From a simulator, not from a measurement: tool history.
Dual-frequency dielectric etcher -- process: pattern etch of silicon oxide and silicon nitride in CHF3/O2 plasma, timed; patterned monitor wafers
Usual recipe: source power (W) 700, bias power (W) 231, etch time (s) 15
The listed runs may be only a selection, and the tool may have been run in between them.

| run | hour | source power (W) | bias power (W) | etch time (s) | read-back reference wafer on the same gauge, depth_nm | mean etch depth across the wafer (angstrom) |
|---|---|---|---|---|---|---|
| 1 | 0 | 700 | 231 | 15 | 25.29 | 251.3 |
|  | 24.9 | wet clean of the chamber |
| 2 | 312.9 | 700 | 231 | 15 | 25.35 | 258.2 |
| 3 | 405.7 | 700 | 231 | 16 | 25.35 | 272.6 |
|  | 427.9 | bias power generator calibrated |
|  | 450.7 | source power generator calibrated |
| 4 | 573 | 700 | 231 | 16 | 25.25 | 271.3 |
|  | 650.5 | upper electrode replaced |
| 5 | 665.5 | 700 | 231 | 16 | 25.31 | 264 |
|  | 706 | wet clean of the chamber |
| 6 | 708.9 | 700 | 231 | 12 | 25.35 | 213.6 |
|  | 787.4 | gauge calibrated |
| 7 | 794.7 | 700 | 231 | 12 | 25.33 | 210.2 |
| 8 | 833.9 | 870 | 231 | 16.5 | 25.3 | 321 |
| 9 | 885.7 | 700 | 246 | 12.5 | 25.32 | 223 |
| 10 | 937.7 | 520 | 231 | 15 | 25.34 | 228.2 |
| 11 | 986.7 | 700 | 231 | 15 | 25.29 | 258.2 |
| 12 | 1027.4 | 560 | 231 | 18 | 25.33 | 285.4 |
| 13 | 1064.3 | 700 | 231 | 15 | 25.29 | 256.8 |
| 14 | 1116.6 | 700 | 231 | 15 | 25.34 | 254.4 |
| 15 | 1180.6 | 700 | 231 | 18 | 25.28 | 302.1 |
| 16 | 1232.3 | 780 | 231 | 15 | 25.35 | 264.2 |
| 17 | 1279.1 | 700 | 231 | 13 | 25.25 | 221.7 |
| 18 | 1364.3 | 700 | 231 | 15 | 25.37 | 248.8 |
|  | 1429.2 | wet clean of the chamber |
| 19 | 1429.7 | 700 | 231 | 15 | 25.27 | 263.1 |
| 20 | 1507.2 | 700 | 231 | 16 | 25.25 | 278.9 |
| 21 | 1609.1 | 570 | 192 | 12 | 25.31 | 176.7 |
| 22 | 1715 | 700 | 255 | 15 | 25.32 | 270 |
| 23 | 1783.4 | 700 | 263 | 15 | 25.28 | 267.5 |
| 24 | 1835 | 640 | 231 | 17 | 25.29 | 276.8 |
| 25 | 1910.3 | 700 | 231 | 15 | 25.32 | 253.4 |
|  | 2017.3 | wet clean of the chamber |
| 26 | 2123.3 | 700 | 183 | 15 | 25.36 | 234.9 |
| 27 | 2230.2 | 760 | 202 | 18.5 | 25.26 | 314.4 |
| 28 | 2285.7 | 540 | 231 | 19.5 | 25.26 | 300 |
| 29 | 2327.7 | 700 | 231 | 15 | 25.35 | 257.2 |

What if the next run were any one of these 4? Each begins from the tool's condition after run 29:
| A | 2328.1 | 530 | 231 | 15 | ? | ? |
| B | 2328.1 | 870 | 231 | 12.5 | ? | ? |
| C | 2328.1 | 700 | 179 | 15 | ? | ? |
| D | 2328.1 | 780 | 192 | 17 | ? | ? |

| run | read-back reference wafer on the same gauge, depth_nm | mean etch depth across the wafer (angstrom) |
|---|---|---|
| A | 25.39 | 228.4 |
| B | 25.39 | 235.5 |
| C | 25.39 | 234.9 |
| D | 25.39 | 286 |
With no hidden state in the tool, these same runs would have given:
| run | mean etch depth across the wafer (angstrom) |
|---|---|
| A | 235.7 |
| B | 243 |
| C | 242.4 |
| D | 295.2 |
